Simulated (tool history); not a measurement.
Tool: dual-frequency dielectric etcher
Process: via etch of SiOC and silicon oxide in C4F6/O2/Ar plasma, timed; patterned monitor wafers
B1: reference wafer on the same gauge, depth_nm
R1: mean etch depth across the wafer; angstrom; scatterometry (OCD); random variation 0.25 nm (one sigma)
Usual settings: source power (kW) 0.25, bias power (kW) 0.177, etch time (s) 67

Run 1, hour 0: usual settings but etch time (s) 76.5; B1 63. Result: R1 705 angstrom.
At hour 28.5: gauge calibrated.
Run 2, hour 104.2: usual settings but etch time (s) 76.5; B1 63.1. Result: R1 707 angstrom.
Run 3, hour 151.6: usual settings; B1 63.1. Result: R1 617 angstrom.
At hour 235.8: wet clean of the chamber.
Run 4, hour 251.4: usual settings; B1 63. Result: R1 618 angstrom.
Run 5, hour 341.2: usual settings but etch time (s) 55; B1 63. Result: R1 503 angstrom.
At hour 648.9: wet clean of the chamber.
Run 6, hour 659.2: usual settings but etch time (s) 55; B1 63.2. Result: R1 506 angstrom.
Run 7, hour 765.1: usual settings; B1 63.1. Result: R1 622 angstrom.
Run 8, hour 814.7: usual settings; B1 63. Result: R1 618 angstrom.
Run 9, hour 855.9: usual settings; B1 63.1. Result: R1 616 angstrom.
Run 10, hour 904.9: usual settings but source power (kW) 0.27; B1 63.1. Result: R1 637 angstrom.
Run 11, hour 957.2: usual settings but source power (kW) 0.27; B1 63. Result: R1 633 angstrom.
Run 12, hour 1001.3: usual settings but source power (kW) 0.27; B1 63.2. Result: R1 638 angstrom.
Run 13, hour 1052: usual settings but source power (kW) 0.28, bias power (kW) 0.219, etch time (s) 57.5; B1 63.1. Result: R1 605 angstrom.
At hour 1164.3: wet clean of the chamber.
Run 14, hour 1164.8: usual settings but etch time (s) 50; B1 63.1. Result: R1 459 angstrom.
Run 15, hour 1229.5: usual settings; B1 63.1. Result: R1 617 angstrom.
At hour 1301.9: upper electrode replaced.
Run 16, hour 1302.4: usual settings but source power (kW) 0.23, bias power (kW) 0.143; B1 63.1. Result: R1 539 angstrom.
Run 17, hour 1336: usual settings but source power (kW) 0.2, bias power (kW) 0.153; B1 63.2. Result: R1 522 angstrom.
At hour 1389: source power generator calibrated.
At hour 1421.1: gauge calibrated.
Run 18, hour 1441.3: usual settings but bias power (kW) 0.164, etch time (s) 53; B1 63.1. Result: R1 470 angstrom.
Run 19, hour 1521.7: usual settings; B1 63.1. Result: R1 612 angstrom.
At hour 1556.8: bias power generator calibrated.
At hour 1604: wet clean of the chamber.
Run 20, hour 1820.6: usual settings; B1 63.1. Result: R1 616 angstrom.
Run 21, hour 1870.9: usual settings but source power (kW) 0.22, etch time (s) 80.5; B1 63.1. Result: R1 697 angstrom.
Run 22, hour 1939: usual settings but source power (kW) 0.23, bias power (kW) 0.22; B1 63.1. Result: R1 653 angstrom.
At hour 1995.8: wet clean of the chamber.
Run 23, hour 2030.3: usual settings but source power (kW) 0.3, bias power (kW) 0.135, etch time (s) 51.5; B1 63.1. Result: R1 460 angstrom.
Run 24, hour 2069: usual settings; B1 63.1. Result: R1 613 angstrom.

3 ways to go on from here, each from the tool as it stands after run 24. What would each give?
Run A, hour 2069.4: usual settings but etch time (s) 59; B1 ?. Result: R1 ?.
Run B, hour 2069.4: usual settings but source power (kW) 0.28, bias power (kW) 0.142, etch time (s) 75.5; B1 ?. Result: R1 ?.
Run C, hour 2069.4: usual settings but source power (kW) 0.27, bias power (kW) 0.147; B1 ?. Result: R1 ?.

run    B1   R1
  A  63.1  541
  B  63.1  662
  C  63.1  587
Without the tool's hidden state the same runs would have given:
run   R1
  A  541
  B  662
  C  587

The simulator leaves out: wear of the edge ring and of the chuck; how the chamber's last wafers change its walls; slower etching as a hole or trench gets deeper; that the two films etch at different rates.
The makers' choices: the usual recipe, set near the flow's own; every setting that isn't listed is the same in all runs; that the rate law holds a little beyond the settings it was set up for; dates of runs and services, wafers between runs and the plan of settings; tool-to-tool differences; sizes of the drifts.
